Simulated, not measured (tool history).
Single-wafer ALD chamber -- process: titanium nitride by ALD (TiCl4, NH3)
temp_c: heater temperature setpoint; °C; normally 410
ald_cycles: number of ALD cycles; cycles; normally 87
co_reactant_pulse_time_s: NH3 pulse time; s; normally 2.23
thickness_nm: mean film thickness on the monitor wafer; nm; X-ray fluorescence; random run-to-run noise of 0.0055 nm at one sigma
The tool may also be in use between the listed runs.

| run | hour | temp_c | ald_cycles | co_reactant_pulse_time_s | read-back reference wafer on the same gauge, thickness_nm | thickness_nm |
|---|---|---|---|---|---|---|
| 1 | 0 | 410 | 87 | 2.23 | 2.469 | 2.188 |
| 2 | 17.9 | 410 | 87 | 2.23 | 2.469 | 2.189 |
| 3 | 31.8 | 410 | 87 | 2.23 | 2.47 | 2.198 |
| 4 | 63.3 | 410 | 87 | 2.23 | 2.465 | 2.19 |
| 5 | 150.8 | 410 | 87 | 2.23 | 2.463 | 2.183 |
| 6 | 175.1 | 410 | 87 | 2.23 | 2.46 | 2.184 |
| 7 | 208.9 | 410 | 87 | 2.23 | 2.46 | 2.187 |
| 8 | 257.7 | 410 | 87 | 1.62 | 2.458 | 2.148 |
| 9 | 272 | 410 | 87 | 2.23 | 2.456 | 2.185 |
|  | 291.4 | showerhead replaced |
|  | 304 | thermocouple changed; heater temperature recalibrated |
| 10 | 304.5 | 410 | 87 | 2.23 | 2.455 | 2.192 |
| 11 | 325.7 | 410 | 87 | 2.23 | 2.45 | 2.182 |
|  | 338.3 | gauge calibrated |
| 12 | 357.6 | 398 | 79 | 2.23 | 2.48 | 1.994 |
| 13 | 384.8 | 395 | 75 | 1.39 | 2.481 | 1.811 |
| 14 | 410.9 | 410 | 96 | 2.23 | 2.479 | 2.428 |
| 15 | 442 | 423 | 87 | 2.66 | 2.477 | 2.224 |
| 16 | 460.3 | 398 | 101 | 2.99 | 2.475 | 2.58 |
| 17 | 472.7 | 410 | 87 | 2.23 | 2.474 | 2.207 |
| 18 | 485.4 | 410 | 96 | 2.23 | 2.473 | 2.437 |
| 19 | 516.1 | 415 | 87 | 1.8 | 2.472 | 2.189 |
| 20 | 535.7 | 400 | 87 | 1.99 | 2.471 | 2.18 |

Run 21 is up next; what results do you expect?
| 21 | 549.7 | 399 | 100 | 1.91 | ? | ? |

{"run 21": {"read-back reference wafer on the same gauge, thickness_nm": 2.47, "thickness_nm": 2.5}}
With the hidden condition absent and the run-to-run variation left alone, this run would have shown thickness_nm 2.509 nm.
